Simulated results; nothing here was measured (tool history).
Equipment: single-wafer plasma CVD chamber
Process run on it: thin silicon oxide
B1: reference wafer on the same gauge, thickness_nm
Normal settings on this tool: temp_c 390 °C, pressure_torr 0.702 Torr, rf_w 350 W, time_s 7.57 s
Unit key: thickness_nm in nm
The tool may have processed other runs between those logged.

Run 1, hour 0: usual settings but pressure_torr 0.646 Torr; B1 12.961. Result: thickness_nm 10.839 nm.
Run 2, hour 99: usual settings but pressure_torr 0.646 Torr; B1 12.946. Result: thickness_nm 10.79 nm.
Run 3, hour 156.3: usual settings but pressure_torr 0.646 Torr; B1 12.941. Result: thickness_nm 10.865 nm.
Run 4, hour 251.2: usual settings; B1 13.21. Result: thickness_nm 11.977 nm.
Run 5, hour 350.6: usual settings but temp_c 382 °C, pressure_torr 0.621 Torr; B1 13.183. Result: thickness_nm 10.642 nm.
Run 6, hour 435.6: usual settings but temp_c 382 °C, pressure_torr 0.621 Torr; B1 13.177. Result: thickness_nm 10.643 nm.
Run 7, hour 500.7: usual settings but temp_c 382 °C, pressure_torr 0.621 Torr; B1 13.162. Result: thickness_nm 10.567 nm.
Run 8, hour 556.5: usual settings but rf_w 375 W; B1 13.149. Result: thickness_nm 12.353 nm.
Run 9, hour 596.9: usual settings but rf_w 375 W; B1 13.134. Result: thickness_nm 12.322 nm.
Run 10, hour 650.6: usual settings but rf_w 310 W; B1 13.128. Result: thickness_nm 11.198 nm.
Run 11, hour 751.7: usual settings but temp_c 376 °C, pressure_torr 0.547 Torr, rf_w 380 W; B1 13.101. Result: thickness_nm 9.705 nm.
Run 12, hour 814.7: usual settings but temp_c 379 °C; B1 13.093. Result: thickness_nm 11.997 nm.
Run 13, hour 889.3: usual settings but pressure_torr 0.581 Torr, rf_w 300 W; B1 13.092. Result: thickness_nm 8.986 nm.
Run 14, hour 967.9: usual settings but pressure_torr 0.766 Torr, rf_w 410 W, time_s 8.51 s; B1 13.064. Result: thickness_nm 15.598 nm.
Run 15, hour 1006.2: usual settings; B1 13.062. Result: thickness_nm 11.88 nm.
Run 16, hour 1083.3: usual settings; B1 13.045. Result: thickness_nm 11.865 nm.
Run 17, hour 1150.8: usual settings but temp_c 396 °C, pressure_torr 0.54 Torr, rf_w 380 W; B1 13.026. Result: thickness_nm 9.37 nm.
Run 18, hour 1254.8: usual settings; B1 13.02. Result: thickness_nm 11.853 nm.
Run 19, hour 1332: usual settings but rf_w 385 W; B1 12.992. Result: thickness_nm 12.32 nm.
Run 20, hour 1436.2: usual settings but pressure_torr 0.814 Torr; B1 12.977. Result: thickness_nm 13.537 nm.
Run 21, hour 1487.8: usual settings; B1 12.962. Result: thickness_nm 11.694 nm.
Run 22, hour 1564.4: usual settings but rf_w 300 W, time_s 6.26 s; B1 12.944. Result: thickness_nm 8.92 nm.
Run 23, hour 1645.2: usual settings but temp_c 381 °C, rf_w 405 W, time_s 9.08 s; B1 12.936. Result: thickness_nm 15.12 nm.
Run 24, hour 1683.4: usual settings but pressure_torr 0.848 Torr; B1 12.925. Result: thickness_nm 13.977 nm.
Run 25, hour 1740.4: usual settings but pressure_torr 0.575 Torr, rf_w 310 W; B1 12.91. Result: thickness_nm 9.013 nm.
Run 26, hour 1838: usual settings but temp_c 386 °C, rf_w 290 W; B1 12.892. Result: thickness_nm 10.552 nm.
Run 27, hour 1894.8: usual settings; B1 12.886. Result: thickness_nm 11.658 nm.

Withheld: 5 entries from between the runs. Position of each, and hidden state at the listed run before versus the listed run after:
From run 3 to run 4: gauge calibrated (hour 222.7)
  gauge reads high (%): -2.76 -> -0.686
  measured minus no-state result, thickness_nm: -0.308 -> -0.083 nm
From run 4 to run 5: capacitance manometer re-zeroed and calibrated (hour 305.5)
  gauge reads high (%): -0.686 -> -0.835
  measured minus no-state result, thickness_nm: -0.083 -> -0.09 nm
From run 6 to run 7: showerhead replaced (hour 471.9)
  gauge reads high (%): -0.961 -> -1.06
  measured minus no-state result, thickness_nm: -0.103 -> -0.113 nm
From run 7 to run 8: RF generator calibrated (hour 556)
  gauge reads high (%): -1.06 -> -1.14
  measured minus no-state result, thickness_nm: -0.113 -> -0.143 nm
From run 18 to run 19: thermocouple changed; heater temperature recalibrated (hour 1287)
  gauge reads high (%): -2.18 -> -2.3
  measured minus no-state result, thickness_nm: -0.264 -> -0.29 nm

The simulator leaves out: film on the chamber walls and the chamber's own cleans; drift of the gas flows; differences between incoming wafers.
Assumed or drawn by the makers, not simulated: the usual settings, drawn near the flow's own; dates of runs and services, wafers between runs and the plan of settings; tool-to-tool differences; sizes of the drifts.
